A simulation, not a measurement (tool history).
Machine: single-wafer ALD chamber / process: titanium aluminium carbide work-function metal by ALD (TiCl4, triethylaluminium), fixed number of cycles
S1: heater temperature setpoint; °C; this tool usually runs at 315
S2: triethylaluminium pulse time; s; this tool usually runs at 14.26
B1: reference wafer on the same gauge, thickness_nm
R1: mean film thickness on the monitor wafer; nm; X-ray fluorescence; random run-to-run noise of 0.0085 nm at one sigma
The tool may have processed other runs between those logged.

run	hour	S1	S2	B1	R1
1	0.0	321	14.26	2.270	2.244
2	36.5	321	14.26	2.269	2.234
3	125.1	321	14.26	2.273	2.251
4	203.4	315	12.79	2.270	2.187
# hour 272.2: triethylaluminium bottle replaced
5	272.7	315	12.79	2.269	2.183
6	320.6	315	14.26	2.266	2.203
7	379.4	315	14.26	2.271	2.204
8	467.5	315	14.26	2.269	2.205
9	551.3	315	14.26	2.270	2.208
# hour 555.5: gauge calibrated
10	591.1	315	14.26	2.272	2.194
11	688.6	315	12.47	2.270	2.191
12	726.5	315	12.47	2.271	2.190
13	780.7	315	10.24	2.270	2.154
# hour 858.3: triethylaluminium bottle replaced
# hour 904.4: thermocouple changed; heater temperature recalibrated
14	931.9	315	14.26	2.271	2.153
15	1027.3	306	16.01	2.271	2.098
16	1135.2	320	11.25	2.270	2.186
# hour 1186.1: showerhead replaced, of another model than before
17	1207.0	310	14.26	2.271	2.121
18	1277.7	315	14.26	2.269	2.160
19	1366.7	300	11.56	2.269	2.008
20	1456.8	328	14.26	2.270	2.283
21	1514.3	327	16.55	2.270	2.296
# hour 1539.0: triethylaluminium bottle replaced
22	1567.2	304	11.17	2.270	2.027
23	1637.8	315	14.26	2.267	2.170
24	1684.9	321	11.26	2.271	2.148
25	1791.8	322	14.26	2.272	2.223

Alternative continuations, all from the tool just after run 25; predict every row:
A	1792.2	309	14.26	?	?
B	1792.2	329	9.98	?	?
C	1792.2	310	19.79	?	?
D	1792.2	306	10.69	?	?
E	1792.2	319	14.26	?	?

run	B1	R1
A	2.269	2.146
B	2.269	2.172
C	2.269	2.169
D	2.269	2.042
E	2.269	2.225
Had the tool no hidden state, the same runs would have come out as:
run	R1
A	2.128
B	2.154
C	2.151
D	2.024
E	2.207
